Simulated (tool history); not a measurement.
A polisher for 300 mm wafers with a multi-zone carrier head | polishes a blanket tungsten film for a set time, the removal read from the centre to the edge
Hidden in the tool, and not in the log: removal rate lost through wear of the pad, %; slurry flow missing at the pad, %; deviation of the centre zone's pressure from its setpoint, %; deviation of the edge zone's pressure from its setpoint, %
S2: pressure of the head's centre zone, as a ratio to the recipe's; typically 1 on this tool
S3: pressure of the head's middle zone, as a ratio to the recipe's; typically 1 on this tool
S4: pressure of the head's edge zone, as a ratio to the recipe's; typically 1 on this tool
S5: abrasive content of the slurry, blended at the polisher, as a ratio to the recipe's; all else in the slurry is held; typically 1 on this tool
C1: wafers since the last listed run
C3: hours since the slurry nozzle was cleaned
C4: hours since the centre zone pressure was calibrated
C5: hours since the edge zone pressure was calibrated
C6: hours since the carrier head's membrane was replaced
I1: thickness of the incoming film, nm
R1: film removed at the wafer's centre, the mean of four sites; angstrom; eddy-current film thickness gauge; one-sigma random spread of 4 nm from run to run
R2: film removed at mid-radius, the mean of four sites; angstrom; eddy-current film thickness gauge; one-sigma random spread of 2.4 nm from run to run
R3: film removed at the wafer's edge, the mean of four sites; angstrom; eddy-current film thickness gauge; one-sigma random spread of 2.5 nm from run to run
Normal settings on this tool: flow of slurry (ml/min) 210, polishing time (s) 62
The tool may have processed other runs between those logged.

run 1 hour=0 | flow_of_slurry_(ml/min)=210 S2=1.09 S3=1 S4=1 S5=1 polishing_time_(s)=62 | C1=0 wafers_polished_on_this_pad=119 C3=325.9 C4=177.5 C5=293.1 C6=1425.4 | I1=1415.9 | R1=3688 R2=3250 R3=3233
run 2 hour=24.8 | flow_of_slurry_(ml/min)=210 S2=1.09 S3=1 S4=1 S5=1 polishing_time_(s)=62 | C1=135 wafers_polished_on_this_pad=255 C3=350.7 C4=202.3 C5=317.9 C6=1450.2 | I1=1390.6 | R1=3723 R2=3231 R3=3201
-- hour=39.6 edge zone pressure recalibrated
-- hour=43 slurry nozzle cleaned
run 3 hour=54.7 | flow_of_slurry_(ml/min)=210 S2=1.06 S3=1 S4=1 S5=1 polishing_time_(s)=62 | C1=147 wafers_polished_on_this_pad=403 C3=11.7 C4=232.2 C5=15.1 C6=1480.1 | I1=1411.1 | R1=3636 R2=3244 R3=3225
run 4 hour=86.2 | flow_of_slurry_(ml/min)=210 S2=1.06 S3=1 S4=1 S5=1 polishing_time_(s)=62 | C1=172 wafers_polished_on_this_pad=575 C3=43.2 C4=263.7 C5=46.6 C6=1511.6 | I1=1379.5 | R1=3562 R2=3235 R3=3223
run 5 hour=120.7 | flow_of_slurry_(ml/min)=210 S2=1.06 S3=1 S4=1 S5=1 polishing_time_(s)=62 | C1=189 wafers_polished_on_this_pad=764 C3=77.7 C4=298.2 C5=81.1 C6=1546.1 | I1=1429.2 | R1=3657 R2=3264 R3=3219
run 6 hour=149.1 | flow_of_slurry_(ml/min)=210 S2=1 S3=1 S4=1 S5=1 polishing_time_(s)=62 | C1=155 wafers_polished_on_this_pad=920 C3=106.1 C4=326.6 C5=109.5 C6=1574.5 | I1=1428.3 | R1=3556 R2=3212 R3=3226
-- hour=168.2 worn pad replaced by a new one
run 7 hour=168.7 | flow_of_slurry_(ml/min)=210 S2=1 S3=1 S4=1 S5=1 polishing_time_(s)=62 | C1=85 wafers_polished_on_this_pad=2 C3=125.7 C4=346.2 C5=129.1 C6=1594.1 | I1=1373.4 | R1=3496 R2=3296 R3=3196
run 8 hour=191 | flow_of_slurry_(ml/min)=210 S2=1 S3=1 S4=1 S5=1 polishing_time_(s)=62 | C1=122 wafers_polished_on_this_pad=124 C3=148 C4=368.5 C5=151.4 C6=1616.4 | I1=1426.6 | R1=3507 R2=3249 R3=3243
-- hour=267.1 centre zone pressure recalibrated
run 9 hour=285.4 | flow_of_slurry_(ml/min)=210 S2=1 S3=1 S4=1 S5=1 polishing_time_(s)=62 | C1=506 wafers_polished_on_this_pad=631 C3=242.4 C4=18.3 C5=245.8 C6=1710.8 | I1=1410.2 | R1=3265 R2=3281 R3=3210
run 10 hour=307.1 | flow_of_slurry_(ml/min)=210 S2=1 S3=1 S4=1 S5=1 polishing_time_(s)=62 | C1=118 wafers_polished_on_this_pad=749 C3=264.1 C4=40 C5=267.5 C6=1732.5 | I1=1380.8 | R1=3213 R2=3263 R3=3219
run 11 hour=339.4 | flow_of_slurry_(ml/min)=210 S2=1 S3=1 S4=0.94 S5=0.75 polishing_time_(s)=62 | C1=176 wafers_polished_on_this_pad=926 C3=296.4 C4=72.3 C5=299.8 C6=1764.8 | I1=1420 | R1=3136 R2=3125 R3=2997
-- hour=352.7 worn pad replaced by a new one
-- hour=366.5 edge zone pressure recalibrated
-- hour=378.7 slurry nozzle cleaned
run 12 hour=386.3 | flow_of_slurry_(ml/min)=210 S2=1.11 S3=1 S4=1 S5=0.9 polishing_time_(s)=62 | C1=218 wafers_polished_on_this_pad=167 C3=7.6 C4=119.2 C5=19.8 C6=1811.7 | I1=1393 | R1=3562 R2=3215 R3=3180
-- hour=396.4 carrier head's membrane replaced by a new one
run 13 hour=407.2 | flow_of_slurry_(ml/min)=210 S2=0.93 S3=1.1 S4=1.07 S5=0.9 polishing_time_(s)=62 | C1=87 wafers_polished_on_this_pad=254 C3=28.5 C4=140.1 C5=40.7 C6=10.8 | I1=1390.6 | R1=3047 R2=3414 R3=3262
run 14 hour=428.2 | flow_of_slurry_(ml/min)=210 S2=1 S3=1 S4=1 S5=1 polishing_time_(s)=62 | C1=115 wafers_polished_on_this_pad=369 C3=49.5 C4=161.1 C5=61.7 C6=31.8 | I1=1396.2 | R1=3345 R2=3267 R3=3164
run 15 hour=440.7 | flow_of_slurry_(ml/min)=185 S2=1 S3=1 S4=1.07 S5=1 polishing_time_(s)=50 | C1=68 wafers_polished_on_this_pad=438 C3=62 C4=173.6 C5=74.2 C6=44.3 | I1=1386.4 | R1=2625 R2=2573 R3=2648

Estimate the outcome of run 16 from the log above:
run 16 hour=472.4 | flow_of_slurry_(ml/min)=210 S2=1 S3=1 S4=1 S5=1 polishing_time_(s)=62 | C1=173 wafers_polished_on_this_pad=611 C3=93.7 C4=205.3 C5=105.9 C6=76 | I1=1424 | R1=? R2=? R3=?

Logged for run 16: R1 3392 angstrom, R2 3251 angstrom, R3 3202 angstrom.
Minus the tool's unlogged condition, the same run would have read R1 3284 angstrom, R2 3252 angstrom, R3 3202 angstrom.
